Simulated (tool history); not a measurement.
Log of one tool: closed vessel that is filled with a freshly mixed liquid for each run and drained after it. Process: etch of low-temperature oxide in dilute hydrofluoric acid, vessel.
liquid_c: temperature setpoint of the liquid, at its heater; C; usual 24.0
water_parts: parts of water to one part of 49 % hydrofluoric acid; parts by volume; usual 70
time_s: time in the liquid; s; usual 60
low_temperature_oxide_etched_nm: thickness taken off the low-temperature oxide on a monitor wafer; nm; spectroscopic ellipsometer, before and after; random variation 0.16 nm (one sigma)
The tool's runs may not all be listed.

run,hour,liquid_c,water_parts,time_s,wafers since the last listed run,hours since the thermometer was replaced,hours since the hydrofluoric acid flow meter was replaced,hours since the gauge calibration,"read-back film thickness of the low-temperature oxide reference wafer, read on the same gauge (nm)",low_temperature_oxide_etched_nm
1,0.0,24.0,70,60,0,1238.3,381.9,241.6,29.99,20.99
2,18.2,24.0,90,60,1204,1256.5,400.1,259.8,29.96,15.91
3,36.8,26.5,60,60,1231,1275.1,418.7,278.4,30.00,27.57
4,66.0,26.5,60,60,1933,1304.3,447.9,307.6,29.99,27.31
5,95.5,26.5,60,60,1952,1333.8,477.4,337.1,29.99,27.27
# hour 118.0: hydrofluoric acid flow meter replaced
6,127.3,24.0,70,60,2038,1365.6,9.3,368.9,30.00,21.06
7,148.7,24.0,70,60,1416,1387.0,30.7,390.3,30.00,21.38
8,179.5,24.0,70,60,2038,1417.8,61.5,421.1,30.01,21.08
9,213.8,24.0,70,60,2270,1452.1,95.8,455.4,30.00,21.26
10,230.7,24.0,70,60,1118,1469.0,112.7,472.3,30.03,21.24
11,259.4,24.0,70,60,1899,1497.7,141.4,501.0,30.03,21.03
12,342.5,24.0,70,60,5501,1580.8,224.5,584.1,30.01,21.36
13,375.1,24.0,70,60,2158,1613.4,257.1,616.7,30.02,21.33
14,391.6,24.0,70,60,1092,1629.9,273.6,633.2,29.99,21.24
# hour 426.9: thermometer replaced
15,481.4,24.0,70,60,5878,54.5,363.4,723.0,30.01,21.33
16,510.9,24.0,70,60,1952,84.0,392.9,752.5,30.00,20.86
17,523.7,22.5,40,30,847,96.8,405.7,765.3,30.00,18.15
18,538.0,24.0,60,75,946,111.1,420.0,779.6,30.03,30.86
19,554.9,27.5,40,90,1118,128.0,436.9,796.5,29.99,65.85
# hour 585.8: hydrofluoric acid flow meter replaced
20,590.1,24.0,70,60,2264,163.2,4.3,831.7,29.98,21.45
21,610.5,24.0,70,60,1350,183.6,24.7,852.1,30.02,20.75
# hour 620.4: gauge calibrated
22,628.3,24.0,70,60,1178,201.4,42.5,7.9,29.99,21.03
23,693.1,28.0,60,75,4289,266.2,107.3,72.7,30.02,36.94
24,722.4,26.5,95,40,1939,295.5,136.6,102.0,30.00,11.19
25,785.5,21.0,90,35,4177,358.6,199.7,165.1,29.98,8.18
26,818.8,21.0,35,75,2204,391.9,233.0,198.4,29.99,48.17
27,841.5,26.5,50,80,1502,414.6,255.7,221.1,30.00,45.12

Run 28 comes next. What will it give?
28,864.1,26.5,60,35,1496,437.2,278.3,243.7,?,?

{"run 28": {"read-back film thickness of the low-temperature oxide reference wafer, read on the same gauge (nm)": 29.99, "low_temperature_oxide_etched_nm": 15.9}}
Without the tool's hidden state the same run would have given low_temperature_oxide_etched_nm 15.90 nm.
